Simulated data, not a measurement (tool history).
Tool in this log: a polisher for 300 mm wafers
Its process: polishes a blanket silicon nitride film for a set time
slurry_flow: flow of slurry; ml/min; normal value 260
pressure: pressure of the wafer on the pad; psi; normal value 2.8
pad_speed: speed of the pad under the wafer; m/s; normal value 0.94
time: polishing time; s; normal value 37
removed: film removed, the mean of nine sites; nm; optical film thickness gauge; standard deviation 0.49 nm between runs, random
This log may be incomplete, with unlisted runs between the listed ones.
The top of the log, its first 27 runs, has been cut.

run,hour,slurry_flow,pressure,pad_speed,time,"incoming thickness of the incoming film, nm",removed
28,381.1,260,2.8,0.94,37,639.4,48.7
29,389.5,260,2.5,0.94,37,636.4,46.2
30,396.2,260,2.8,0.94,37,636.3,50.3
# hour 401.7: worn pad replaced by a new one
31,409.4,260,3.1,0.94,37,636.0,52.6
32,448.8,320,2.8,0.94,37,635.7,50.1
33,459.7,340,3.3,0.94,37,640.2,55.3
34,471.4,260,2.8,0.94,37,652.0,49.2
35,488.3,215,3.5,0.94,37,629.7,53.7
36,495.7,260,2.8,1.08,37,631.8,55.7
37,512.3,345,2.8,0.94,37,643.1,49.9
# hour 518.6: worn pad replaced by a new one
38,525.3,260,2.8,0.72,37,629.8,39.6

Here are 3 independent what-if runs from the current tool condition. What would each one return?
A,525.7,260,2.8,0.94,48,642.0,?
B,525.7,325,3.1,1.10,46,642.0,?
C,525.7,345,3.3,1.24,29,642.0,?

run,removed
A,64.0
B,76.0
C,55.2
The same runs, with their run-to-run variation unchanged, on a tool lacking any hidden condition would have given:
run,removed
A,65.6
B,77.5
C,56.3
